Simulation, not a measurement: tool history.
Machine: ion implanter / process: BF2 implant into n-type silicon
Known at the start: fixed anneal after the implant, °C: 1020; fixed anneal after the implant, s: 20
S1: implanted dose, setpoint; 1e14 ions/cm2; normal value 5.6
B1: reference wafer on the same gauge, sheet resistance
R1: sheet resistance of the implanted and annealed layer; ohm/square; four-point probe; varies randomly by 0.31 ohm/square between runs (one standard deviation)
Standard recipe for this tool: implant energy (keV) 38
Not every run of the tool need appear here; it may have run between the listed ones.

{"run": 1, "day": 0.0, "S1": 5.6, "implant energy (keV)": 38, "B1": 225.9, "R1": 196.58}
{"run": 2, "day": 0.658, "S1": 5.6, "implant energy (keV)": 38, "B1": 226.08, "R1": 196.02}
{"run": 3, "day": 1.05, "S1": 6.44, "implant energy (keV)": 29, "B1": 226.05, "R1": 183.89}
{"run": 4, "day": 1.75, "S1": 6.44, "implant energy (keV)": 29, "B1": 226, "R1": 184.01}
{"run": 5, "day": 2.488, "S1": 5.6, "implant energy (keV)": 48, "B1": 225.94, "R1": 191.56}
{"run": 6, "day": 3.192, "S1": 5.6, "implant energy (keV)": 48, "B1": 225.86, "R1": 191.87}
{"run": 7, "day": 3.467, "S1": 5.6, "implant energy (keV)": 48, "B1": 226.01, "R1": 191.05}
{"run": 8, "day": 4.171, "S1": 5.6, "implant energy (keV)": 32, "B1": 226.02, "R1": 200.64}
{"run": 9, "day": 4.462, "S1": 5.6, "implant energy (keV)": 32, "B1": 226, "R1": 201.14}
{"run": 10, "day": 5.162, "S1": 5.6, "implant energy (keV)": 32, "B1": 225.86, "R1": 200.69}
{"day": 5.358, "done": "gauge calibrated"}
{"run": 11, "day": 5.442, "S1": 6.82, "implant energy (keV)": 41, "B1": 225.93, "R1": 165.43}
{"day": 6.017, "done": "Faraday cup replaced and dose calibrated"}
{"run": 12, "day": 6.038, "S1": 6.82, "implant energy (keV)": 41, "B1": 225.93, "R1": 172.65}
{"run": 13, "day": 6.279, "S1": 6.82, "implant energy (keV)": 41, "B1": 226.09, "R1": 173}
{"run": 14, "day": 6.708, "S1": 5.6, "implant energy (keV)": 38, "B1": 226.08, "R1": 205.41}
{"day": 7.183, "done": "extraction supply calibrated"}
{"run": 15, "day": 7.229, "S1": 5.6, "implant energy (keV)": 38, "B1": 225.82, "R1": 204.75}
{"run": 16, "day": 7.817, "S1": 6.3, "implant energy (keV)": 31, "B1": 226, "R1": 191.58}
{"run": 17, "day": 8.371, "S1": 6.04, "implant energy (keV)": 48.5, "B1": 226.16, "R1": 186.71}
{"run": 18, "day": 9.067, "S1": 6.82, "implant energy (keV)": 41, "B1": 226.04, "R1": 172.11}
{"run": 19, "day": 9.462, "S1": 5.6, "implant energy (keV)": 38, "B1": 226.04, "R1": 203.44}
{"run": 20, "day": 10.05, "S1": 6.08, "implant energy (keV)": 45, "B1": 226.09, "R1": 186.87}
{"run": 21, "day": 10.408, "S1": 6.95, "implant energy (keV)": 38, "B1": 226.13, "R1": 171.25}
{"run": 22, "day": 10.796, "S1": 6.53, "implant energy (keV)": 38, "B1": 225.98, "R1": 179.28}
{"run": 23, "day": 11.05, "S1": 6.43, "implant energy (keV)": 31, "B1": 225.92, "R1": 187.3}
{"run": 24, "day": 11.621, "S1": 5.6, "implant energy (keV)": 32, "B1": 225.94, "R1": 207.63}
{"run": 25, "day": 12.321, "S1": 5.6, "implant energy (keV)": 38, "B1": 226.03, "R1": 203.12}
{"run": 26, "day": 12.575, "S1": 6.71, "implant energy (keV)": 45, "B1": 225.98, "R1": 171.26}
{"run": 27, "day": 13.067, "S1": 6.17, "implant energy (keV)": 26.5, "B1": 225.92, "R1": 199.23}

What if the next run were any one of these 4? Each begins from the tool's condition after run 27:
{"run": "A", "day": 13.083, "S1": 4.24, "implant energy (keV)": 38, "B1": "?", "R1": "?"}
{"run": "B", "day": 13.083, "S1": 3.93, "implant energy (keV)": 28, "B1": "?", "R1": "?"}
{"run": "C", "day": 13.083, "S1": 5.11, "implant energy (keV)": 38, "B1": "?", "R1": "?"}
{"run": "D", "day": 13.083, "S1": 7.14, "implant energy (keV)": 42.5, "B1": "?", "R1": "?"}

run=A B1=225.93 R1=256.69
run=B B1=225.93 R1=282.54
run=C B1=225.93 R1=218.84
run=D B1=225.93 R1=163.55
The same runs, with their run-to-run variation unchanged, on a tool lacking any hidden condition would have given:
run=A R1=258.76
run=B R1=284.78
run=C R1=220.58
run=D R1=164.79
